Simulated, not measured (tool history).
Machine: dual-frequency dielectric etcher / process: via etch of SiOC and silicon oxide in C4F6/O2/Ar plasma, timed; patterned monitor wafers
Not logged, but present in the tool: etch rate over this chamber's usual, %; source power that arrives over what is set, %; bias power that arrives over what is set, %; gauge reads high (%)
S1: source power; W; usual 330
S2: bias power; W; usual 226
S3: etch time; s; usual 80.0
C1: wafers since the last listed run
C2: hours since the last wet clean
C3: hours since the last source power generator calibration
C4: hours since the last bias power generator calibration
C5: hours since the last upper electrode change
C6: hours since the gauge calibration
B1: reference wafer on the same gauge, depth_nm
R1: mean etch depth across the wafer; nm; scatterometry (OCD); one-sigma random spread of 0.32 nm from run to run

run,hour,S1,S2,S3,C1,C2,C3,C4,C5,C6,B1,R1
1,0.0,330,226,80.0,0,244.7,1547.6,3173.2,6021.5,289.2,77.4,91.8
2,12.0,330,226,80.0,78,256.7,1559.6,3185.2,6033.5,301.2,77.4,92.5
3,22.6,330,226,80.0,69,267.3,1570.2,3195.8,6044.1,311.8,77.4,91.8
4,39.2,330,226,80.0,108,283.9,1586.8,3212.4,6060.7,328.4,77.4,92.9
5,49.0,330,226,80.0,64,293.7,1596.6,3222.2,6070.5,338.2,77.4,92.0
6,63.8,330,226,80.0,97,308.5,1611.4,3237.0,6085.3,353.0,77.4,91.5
7,74.0,330,226,80.0,66,318.7,1621.6,3247.2,6095.5,363.2,77.5,92.6
8,82.0,330,226,80.0,52,326.7,1629.6,3255.2,6103.5,371.2,77.5,91.9
9,104.8,330,226,80.0,149,349.5,1652.4,3278.0,6126.3,394.0,77.5,92.2
10,115.7,330,226,80.0,71,360.4,1663.3,3288.9,6137.2,404.9,77.4,92.2
11,131.9,330,226,80.0,106,376.6,1679.5,3305.1,6153.4,421.1,77.5,92.0
# hour 138.2: source power generator calibrated
12,142.7,330,226,80.0,44,387.4,4.5,3315.9,6164.2,431.9,77.4,91.8
# hour 145.0: gauge calibrated
13,150.3,330,226,80.0,49,395.0,12.1,3323.5,6171.8,5.3,77.4,91.7
# hour 176.8: wet clean of the chamber
# hour 192.2: upper electrode replaced
14,192.7,370,196,63.0,19,15.9,54.5,3365.9,0.5,47.7,77.3,72.3
15,193.1,360,174,87.5,2,16.3,54.9,3366.3,0.9,48.1,77.4,93.8
16,193.4,400,240,80.0,1,16.6,55.2,3366.6,1.2,48.4,77.4,102.7
17,193.8,360,243,63.5,2,17.0,55.6,3367.0,1.6,48.8,77.4,78.4
18,201.0,330,226,60.5,47,24.2,62.8,3374.2,8.8,56.0,77.5,70.1
# hour 222.5: bias power generator calibrated
19,223.0,330,226,80.0,118,46.2,84.8,0.5,30.8,78.0,77.4,91.9
20,236.7,380,226,80.0,89,59.9,98.5,14.2,44.5,91.7,77.4,96.9
21,252.6,280,226,97.5,104,75.8,114.4,30.1,60.4,107.6,77.4,104.9
22,259.9,330,226,80.0,47,83.1,121.7,37.4,67.7,114.9,77.5,92.3
23,271.2,330,226,80.0,74,94.4,133.0,48.7,79.0,126.2,77.4,92.4
24,285.5,350,171,86.5,93,108.7,147.3,63.0,93.3,140.5,77.5,90.6
25,292.3,380,190,68.5,44,115.5,154.1,69.8,100.1,147.3,77.4,77.8
26,302.0,330,196,80.0,63,125.2,163.8,79.5,109.8,157.0,77.5,86.7
27,310.8,350,195,95.0,57,134.0,172.6,88.3,118.6,165.8,77.5,105.4
28,328.0,330,226,80.0,112,151.2,189.8,105.5,135.8,183.0,77.4,91.7
29,340.3,330,226,80.0,80,163.5,202.1,117.8,148.1,195.3,77.4,91.7
30,349.9,250,241,80.0,63,173.1,211.7,127.4,157.7,204.9,77.4,84.2
31,357.7,400,226,63.0,51,180.9,219.5,135.2,165.5,212.7,77.4,78.7

Alternative continuations, all from the tool just after run 31; predict every row:
A,358.1,330,226,80.0,2,181.3,219.9,135.6,165.9,213.1,?,?
B,358.1,330,226,58.0,2,181.3,219.9,135.6,165.9,213.1,?,?
C,358.1,310,186,80.0,2,181.3,219.9,135.6,165.9,213.1,?,?

run,B1,R1
A,77.4,92.1
B,77.4,66.8
C,77.4,82.8
The same runs, with their run-to-run variation unchanged, on a tool lacking any hidden condition would have given:
run,R1
A,92.1
B,66.8
C,82.8
